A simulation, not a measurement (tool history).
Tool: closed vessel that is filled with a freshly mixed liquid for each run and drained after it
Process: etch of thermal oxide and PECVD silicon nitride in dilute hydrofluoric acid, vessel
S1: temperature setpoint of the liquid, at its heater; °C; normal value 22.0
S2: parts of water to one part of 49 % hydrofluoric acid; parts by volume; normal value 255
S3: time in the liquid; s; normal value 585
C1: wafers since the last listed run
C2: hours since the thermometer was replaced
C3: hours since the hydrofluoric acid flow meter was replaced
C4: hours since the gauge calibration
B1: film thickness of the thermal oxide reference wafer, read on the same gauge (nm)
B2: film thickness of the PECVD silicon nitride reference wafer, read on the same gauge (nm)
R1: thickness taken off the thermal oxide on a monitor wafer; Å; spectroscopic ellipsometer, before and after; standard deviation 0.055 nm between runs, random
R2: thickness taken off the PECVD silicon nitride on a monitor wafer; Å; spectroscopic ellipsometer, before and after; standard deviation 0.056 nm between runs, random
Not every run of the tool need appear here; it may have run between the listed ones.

Run 1, day 0.000: usual settings; C1 0; C2 829.1; C3 1096.7; C4 49.2; B1 80.00; B2 139.99. Result: R1 80.9 Å, R2 80.3 Å.
Run 2, day 1.288: usual settings but S1 18.5 °C; C1 2399; C2 860.0; C3 1127.6; C4 80.1; B1 80.00; B2 140.00. Result: R1 72.0 Å, R2 63.8 Å.
Run 3, day 2.771: usual settings but S1 18.5 °C; C1 2764; C2 895.6; C3 1163.2; C4 115.7; B1 79.99; B2 140.01. Result: R1 71.9 Å, R2 63.0 Å.
Run 4, day 3.792: usual settings but S1 18.5 °C; C1 1902; C2 920.1; C3 1187.7; C4 140.2; B1 80.00; B2 139.99. Result: R1 70.7 Å, R2 63.8 Å.
Run 5, day 5.883: usual settings but S3 365 s; C1 3897; C2 970.3; C3 1237.9; C4 190.4; B1 80.02; B2 139.98. Result: R1 50.5 Å, R2 49.7 Å.
Run 6, day 8.212: usual settings but S3 365 s; C1 4340; C2 1026.2; C3 1293.8; C4 246.3; B1 79.99; B2 140.00. Result: R1 50.2 Å, R2 49.9 Å.
Run 7, day 9.283: usual settings but S3 365 s; C1 1995; C2 1051.9; C3 1319.5; C4 272.0; B1 80.00; B2 139.98. Result: R1 50.3 Å, R2 49.4 Å.
Run 8, day 12.233: usual settings; C1 5497; C2 1122.7; C3 1390.3; C4 342.8; B1 80.01; B2 140.00. Result: R1 81.7 Å, R2 78.8 Å.
Run 9, day 14.621: usual settings; C1 4448; C2 1180.0; C3 1447.6; C4 400.1; B1 80.00; B2 140.01. Result: R1 81.3 Å, R2 80.2 Å.
Run 10, day 16.171: usual settings but S2 355 parts by volume, S3 445 s; C1 2888; C2 1217.2; C3 1484.8; C4 437.3; B1 80.00; B2 139.98. Result: R1 40.6 Å, R2 43.9 Å.

Expected results for the next run?
At day 16.275: thermometer replaced.
Run 11, day 18.817: usual settings but S1 25.0 °C, S3 255 s; C1 4852; C2 61.0; C3 1548.3; C4 500.8; B1 ?; B2 ?. Result: R1 ?, R2 ?.

{"run 11": {"B1": 80.0, "B2": 140.0, "R1": 39.8, "R2": 41.7}}
Take away the tool's hidden state, keep the run-to-run variation as it was, and the same run would have given R1 39.8 Å, R2 41.7 Å.
